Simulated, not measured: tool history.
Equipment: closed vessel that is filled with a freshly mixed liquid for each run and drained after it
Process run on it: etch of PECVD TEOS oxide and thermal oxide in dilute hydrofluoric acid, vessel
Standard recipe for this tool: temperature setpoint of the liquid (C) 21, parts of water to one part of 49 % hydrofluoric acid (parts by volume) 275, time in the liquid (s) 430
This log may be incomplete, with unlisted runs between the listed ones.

run	hour	temperature setpoint of the liquid (C)	parts of water to one part of 49 % hydrofluoric acid (parts by volume)	time in the liquid (s)	read-back film thickness of the PECVD TEOS oxide reference wafer, read on the same gauge (nm)	read-back film thickness of the thermal oxide reference wafer, read on the same gauge (nm)	thickness taken off the PECVD TEOS oxide on a monitor wafer (angstrom)	thickness taken off the thermal oxide on a monitor wafer (angstrom)
1	0	23.5	275	430	69.98	89.98	188.3	51.5
2	23.1	23.5	275	430	70.02	90.01	188	51.3
3	42.4	21	275	430	70	89.99	170	45.9
4	64.3	21	275	430	70	90	170.8	46.8
# hour 78.9: hydrofluoric acid flow meter replaced
5	91.4	21	275	430	70.01	90.01	181.3	49.8
6	105.1	21	175	430	70	90.03	313.8	85.4
7	123.6	21	275	430	70	90	182.4	50.4
8	143.7	24.5	395	430	70.01	89.98	130.5	35.6
9	158.3	21	275	430	69.99	90.01	181	49.4
# hour 184.7: thermometer replaced
10	189	21	230	215	70.01	89.98	126.8	35.2
11	208.3	22.5	355	660	69.99	90	236.9	64.9
12	229.4	21	275	250	70	89.98	117.8	32.8
# hour 248.3: gauge calibrated
13	250.5	24.5	200	660	70	90	528.5	144.1
14	280.7	21	215	180	70	89.98	116.3	31.5
15	315.6	21	275	660	69.98	90	309.3	84.9
16	335.9	21	170	665	69.99	90	559	154
17	357.8	19.5	275	430	69.99	89.98	188.4	51.8
18	377.1	24.5	135	330	70	89.98	412.4	112.9
19	393.3	26	215	430	70.01	90	325.6	89.6
20	482	21	175	640	69.99	89.98	509.8	140.1
21	496.9	21	275	430	70.02	90	198.3	54
22	514.9	21	275	430	69.99	90	199.7	53.7
23	549.2	21	275	430	69.98	89.98	198	53.2
24	562.2	24	275	580	70	90.01	296.5	81.8
25	577.4	23	275	270	70.01	89.99	133.9	36.1

Here are 5 independent what-if runs from the current tool condition. What would each one return?
A	578.2	21	275	575	?	?	?	?
B	578.2	23	150	185	?	?	?	?
C	578.2	18	370	570	?	?	?	?
D	578.2	18	340	255	?	?	?	?
E	578.2	18	275	620	?	?	?	?

run	read-back film thickness of the PECVD TEOS oxide reference wafer, read on the same gauge (nm)	read-back film thickness of the thermal oxide reference wafer, read on the same gauge (nm)	thickness taken off the PECVD TEOS oxide on a monitor wafer (angstrom)	thickness taken off the thermal oxide on a monitor wafer (angstrom)
A	69.98	89.99	262.5	72.2
B	69.98	89.99	189.8	52.2
C	69.98	89.99	159.5	43.9
D	69.98	89.99	79.6	21.9
E	69.98	89.99	253	69.6
Without the tool's unlogged condition, the same runs would have read:
run	thickness taken off the PECVD TEOS oxide on a monitor wafer (angstrom)	thickness taken off the thermal oxide on a monitor wafer (angstrom)
A	277.1	76.2
B	200.1	55
C	168.6	46.4
D	84.1	23.1
E	267.2	73.5
